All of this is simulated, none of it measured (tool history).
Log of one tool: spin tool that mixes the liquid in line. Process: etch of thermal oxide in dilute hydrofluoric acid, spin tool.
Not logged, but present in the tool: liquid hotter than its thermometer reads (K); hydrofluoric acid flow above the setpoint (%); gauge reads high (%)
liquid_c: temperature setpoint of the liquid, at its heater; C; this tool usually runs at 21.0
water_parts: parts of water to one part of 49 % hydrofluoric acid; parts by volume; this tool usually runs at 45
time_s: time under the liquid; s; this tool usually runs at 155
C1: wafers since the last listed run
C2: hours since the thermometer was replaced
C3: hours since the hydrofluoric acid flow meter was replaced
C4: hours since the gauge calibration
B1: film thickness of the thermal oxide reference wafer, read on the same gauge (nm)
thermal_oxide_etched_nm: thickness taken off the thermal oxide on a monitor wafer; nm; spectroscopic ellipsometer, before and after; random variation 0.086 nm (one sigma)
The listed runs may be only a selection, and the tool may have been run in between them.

{"run": 1, "hour": 0.0, "liquid_c": 21.0, "water_parts": 45, "time_s": 155, "C1": 0, "C2": 1844.6, "C3": 358.4, "C4": 1200.5, "B1": 79.98, "thermal_oxide_etched_nm": 16.54}
{"run": 2, "hour": 75.6, "liquid_c": 21.0, "water_parts": 45, "time_s": 155, "C1": 410, "C2": 1920.2, "C3": 434.0, "C4": 1276.1, "B1": 80.01, "thermal_oxide_etched_nm": 16.45}
{"run": 3, "hour": 168.5, "liquid_c": 21.0, "water_parts": 45, "time_s": 155, "C1": 504, "C2": 2013.1, "C3": 526.9, "C4": 1369.0, "B1": 80.03, "thermal_oxide_etched_nm": 16.51}
{"run": 4, "hour": 242.2, "liquid_c": 21.0, "water_parts": 45, "time_s": 155, "C1": 400, "C2": 2086.8, "C3": 600.6, "C4": 1442.7, "B1": 80.01, "thermal_oxide_etched_nm": 16.46}
{"run": 5, "hour": 312.8, "liquid_c": 21.0, "water_parts": 45, "time_s": 155, "C1": 383, "C2": 2157.4, "C3": 671.2, "C4": 1513.3, "B1": 79.98, "thermal_oxide_etched_nm": 16.39}
{"hour": 336.8, "done": "gauge calibrated"}
{"run": 6, "hour": 390.9, "liquid_c": 21.0, "water_parts": 45, "time_s": 155, "C1": 424, "C2": 2235.5, "C3": 749.3, "C4": 54.1, "B1": 80.01, "thermal_oxide_etched_nm": 16.67}
{"run": 7, "hour": 433.3, "liquid_c": 21.0, "water_parts": 45, "time_s": 155, "C1": 230, "C2": 2277.9, "C3": 791.7, "C4": 96.5, "B1": 80.04, "thermal_oxide_etched_nm": 16.64}
{"run": 8, "hour": 489.6, "liquid_c": 21.0, "water_parts": 45, "time_s": 155, "C1": 305, "C2": 2334.2, "C3": 848.0, "C4": 152.8, "B1": 79.98, "thermal_oxide_etched_nm": 16.64}
{"run": 9, "hour": 561.7, "liquid_c": 21.0, "water_parts": 45, "time_s": 155, "C1": 391, "C2": 2406.3, "C3": 920.1, "C4": 224.9, "B1": 80.0, "thermal_oxide_etched_nm": 16.82}
{"run": 10, "hour": 600.2, "liquid_c": 21.0, "water_parts": 45, "time_s": 155, "C1": 209, "C2": 2444.8, "C3": 958.6, "C4": 263.4, "B1": 79.99, "thermal_oxide_etched_nm": 16.56}
{"run": 11, "hour": 668.7, "liquid_c": 21.0, "water_parts": 45, "time_s": 155, "C1": 372, "C2": 2513.3, "C3": 1027.1, "C4": 331.9, "B1": 79.98, "thermal_oxide_etched_nm": 16.68}
{"hour": 715.1, "done": "thermometer replaced"}
{"run": 12, "hour": 766.1, "liquid_c": 21.0, "water_parts": 45, "time_s": 155, "C1": 523, "C2": 51.0, "C3": 1124.5, "C4": 429.3, "B1": 80.04, "thermal_oxide_etched_nm": 16.19}
{"run": 13, "hour": 867.2, "liquid_c": 21.0, "water_parts": 45, "time_s": 155, "C1": 549, "C2": 152.1, "C3": 1225.6, "C4": 530.4, "B1": 80.02, "thermal_oxide_etched_nm": 16.2}
{"run": 14, "hour": 934.1, "liquid_c": 21.0, "water_parts": 45, "time_s": 155, "C1": 363, "C2": 219.0, "C3": 1292.5, "C4": 597.3, "B1": 80.01, "thermal_oxide_etched_nm": 16.09}
{"run": 15, "hour": 1041.8, "liquid_c": 21.0, "water_parts": 35, "time_s": 220, "C1": 585, "C2": 326.7, "C3": 1400.2, "C4": 705.0, "B1": 80.0, "thermal_oxide_etched_nm": 29.91}
{"run": 16, "hour": 1144.5, "liquid_c": 19.5, "water_parts": 60, "time_s": 115, "C1": 558, "C2": 429.4, "C3": 1502.9, "C4": 807.7, "B1": 80.04, "thermal_oxide_etched_nm": 8.27}
{"hour": 1195.9, "done": "hydrofluoric acid flow meter replaced"}
{"run": 17, "hour": 1208.7, "liquid_c": 21.0, "water_parts": 40, "time_s": 155, "C1": 343, "C2": 493.6, "C3": 12.8, "C4": 871.9, "B1": 80.0, "thermal_oxide_etched_nm": 18.14}
{"run": 18, "hour": 1268.8, "liquid_c": 24.5, "water_parts": 45, "time_s": 225, "C1": 326, "C2": 553.7, "C3": 72.9, "C4": 932.0, "B1": 80.05, "thermal_oxide_etched_nm": 26.85}
{"run": 19, "hour": 1371.0, "liquid_c": 21.0, "water_parts": 45, "time_s": 155, "C1": 555, "C2": 655.9, "C3": 175.1, "C4": 1034.2, "B1": 80.03, "thermal_oxide_etched_nm": 16.03}
{"run": 20, "hour": 1452.7, "liquid_c": 21.0, "water_parts": 45, "time_s": 155, "C1": 444, "C2": 737.6, "C3": 256.8, "C4": 1115.9, "B1": 80.02, "thermal_oxide_etched_nm": 16.14}
{"run": 21, "hour": 1508.1, "liquid_c": 21.0, "water_parts": 65, "time_s": 155, "C1": 301, "C2": 793.0, "C3": 312.2, "C4": 1171.3, "B1": 80.02, "thermal_oxide_etched_nm": 10.85}
{"hour": 1537.7, "done": "gauge calibrated"}
{"run": 22, "hour": 1756.1, "liquid_c": 21.0, "water_parts": 45, "time_s": 155, "C1": 1347, "C2": 1041.0, "C3": 560.2, "C4": 218.4, "B1": 80.0, "thermal_oxide_etched_nm": 16.2}
{"run": 23, "hour": 1858.3, "liquid_c": 18.5, "water_parts": 45, "time_s": 65, "C1": 555, "C2": 1143.2, "C3": 662.4, "C4": 320.6, "B1": 79.96, "thermal_oxide_etched_nm": 6.12}
{"run": 24, "hour": 1907.6, "liquid_c": 17.0, "water_parts": 45, "time_s": 65, "C1": 267, "C2": 1192.5, "C3": 711.7, "C4": 369.9, "B1": 80.04, "thermal_oxide_etched_nm": 5.77}
{"run": 25, "hour": 1981.1, "liquid_c": 24.5, "water_parts": 65, "time_s": 155, "C1": 399, "C2": 1266.0, "C3": 785.2, "C4": 443.4, "B1": 80.0, "thermal_oxide_etched_nm": 12.82}
{"run": 26, "hour": 2054.7, "liquid_c": 21.0, "water_parts": 45, "time_s": 155, "C1": 400, "C2": 1339.6, "C3": 858.8, "C4": 517.0, "B1": 79.96, "thermal_oxide_etched_nm": 16.55}
{"run": 27, "hour": 2148.6, "liquid_c": 21.0, "water_parts": 45, "time_s": 155, "C1": 510, "C2": 1433.5, "C3": 952.7, "C4": 610.9, "B1": 80.0, "thermal_oxide_etched_nm": 16.47}
{"run": 28, "hour": 2223.8, "liquid_c": 17.0, "water_parts": 45, "time_s": 155, "C1": 408, "C2": 1508.7, "C3": 1027.9, "C4": 686.1, "B1": 79.96, "thermal_oxide_etched_nm": 13.96}
{"run": 29, "hour": 2262.7, "liquid_c": 21.0, "water_parts": 50, "time_s": 155, "C1": 211, "C2": 1547.6, "C3": 1066.8, "C4": 725.0, "B1": 79.98, "thermal_oxide_etched_nm": 14.93}
{"run": 30, "hour": 2340.0, "liquid_c": 17.5, "water_parts": 45, "time_s": 155, "C1": 420, "C2": 1624.9, "C3": 1144.1, "C4": 802.3, "B1": 79.99, "thermal_oxide_etched_nm": 14.21}

Hidden condition of the tool, last listed run before each entry between runs versus first listed run after:
Between runs 5 and 6: gauge calibrated (hour 336.8)
  liquid hotter than its thermometer reads (K): 0.955 -> 0.99; hydrofluoric acid flow above the setpoint (%): 1.5 -> 1.65
  the result without the hidden state subtracted from the measured one, thermal_oxide_etched_nm: +0.90 -> +0.95 nm
Between runs 11 and 12: thermometer replaced (hour 715.1)
  liquid hotter than its thermometer reads (K): 1.11 -> 0.042; hydrofluoric acid flow above the setpoint (%): 2.16 -> 2.34
  the result without the hidden state subtracted from the measured one, thermal_oxide_etched_nm: +1.12 -> +0.41 nm
Between runs 16 and 17: hydrofluoric acid flow meter replaced (hour 1195.9)
  liquid hotter than its thermometer reads (K): 0.209 -> 0.238; hydrofluoric acid flow above the setpoint (%): 3.05 -> 0.39
  the result without the hidden state subtracted from the measured one, thermal_oxide_etched_nm: +0.33 -> +0.26 nm
Between runs 21 and 22: gauge calibrated (hour 1537.7)
  liquid hotter than its thermometer reads (K): 0.37 -> 0.48; hydrofluoric acid flow above the setpoint (%): 0.947 -> 1.41
  the result without the hidden state subtracted from the measured one, thermal_oxide_etched_nm: +0.28 -> +0.56 nm

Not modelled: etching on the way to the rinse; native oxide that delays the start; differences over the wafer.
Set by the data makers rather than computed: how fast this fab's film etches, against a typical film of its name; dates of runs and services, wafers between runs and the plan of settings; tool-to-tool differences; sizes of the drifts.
